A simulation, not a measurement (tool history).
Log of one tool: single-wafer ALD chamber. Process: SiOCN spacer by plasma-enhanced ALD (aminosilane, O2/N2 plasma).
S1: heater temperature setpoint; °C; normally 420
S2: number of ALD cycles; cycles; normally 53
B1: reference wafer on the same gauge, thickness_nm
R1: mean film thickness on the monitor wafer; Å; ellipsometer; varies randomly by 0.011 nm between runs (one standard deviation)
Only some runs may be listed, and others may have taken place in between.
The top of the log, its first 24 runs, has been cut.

{"run": 25, "day": 14.992, "S1": 420, "S2": 49, "B1": 2.381, "R1": 26.99}
{"run": 26, "day": 15.529, "S1": 420, "S2": 53, "B1": 2.381, "R1": 29.19}
{"run": 27, "day": 16.188, "S1": 426, "S2": 58, "B1": 2.378, "R1": 31.02}
{"run": 28, "day": 16.533, "S1": 434, "S2": 44, "B1": 2.38, "R1": 23.03}
{"run": 29, "day": 16.929, "S1": 415, "S2": 49, "B1": 2.382, "R1": 27.32}
{"run": 30, "day": 17.262, "S1": 407, "S2": 61, "B1": 2.377, "R1": 35.0}
{"run": 31, "day": 17.879, "S1": 420, "S2": 46, "B1": 2.38, "R1": 25.4}
{"run": 32, "day": 18.179, "S1": 420, "S2": 53, "B1": 2.38, "R1": 29.12}
{"run": 33, "day": 18.621, "S1": 434, "S2": 44, "B1": 2.375, "R1": 22.97}
{"run": 34, "day": 20.35, "S1": 430, "S2": 45, "B1": 2.379, "R1": 23.83}
{"run": 35, "day": 20.908, "S1": 410, "S2": 63, "B1": 2.381, "R1": 35.7}
{"run": 36, "day": 21.171, "S1": 412, "S2": 53, "B1": 2.375, "R1": 29.89}
{"run": 37, "day": 21.533, "S1": 435, "S2": 53, "B1": 2.376, "R1": 27.66}
{"run": 38, "day": 21.929, "S1": 424, "S2": 63, "B1": 2.378, "R1": 34.29}
{"run": 39, "day": 22.338, "S1": 435, "S2": 53, "B1": 2.381, "R1": 27.61}
{"run": 40, "day": 23.038, "S1": 429, "S2": 56, "B1": 2.383, "R1": 29.8}

3 options for the next run, each taken on its own from the tool as it stands now. Forecast them:
{"run": "A", "day": 23.058, "S1": 420, "S2": 53, "B1": "?", "R1": "?"}
{"run": "B", "day": 23.058, "S1": 433, "S2": 53, "B1": "?", "R1": "?"}
{"run": "C", "day": 23.058, "S1": 411, "S2": 53, "B1": "?", "R1": "?"}

run=A B1=2.378 R1=29.18
run=B B1=2.378 R1=27.80
run=C B1=2.378 R1=30.13
Without the tool's unlogged condition, the same runs would have read:
run=A R1=29.18
run=B R1=27.80
run=C R1=30.13

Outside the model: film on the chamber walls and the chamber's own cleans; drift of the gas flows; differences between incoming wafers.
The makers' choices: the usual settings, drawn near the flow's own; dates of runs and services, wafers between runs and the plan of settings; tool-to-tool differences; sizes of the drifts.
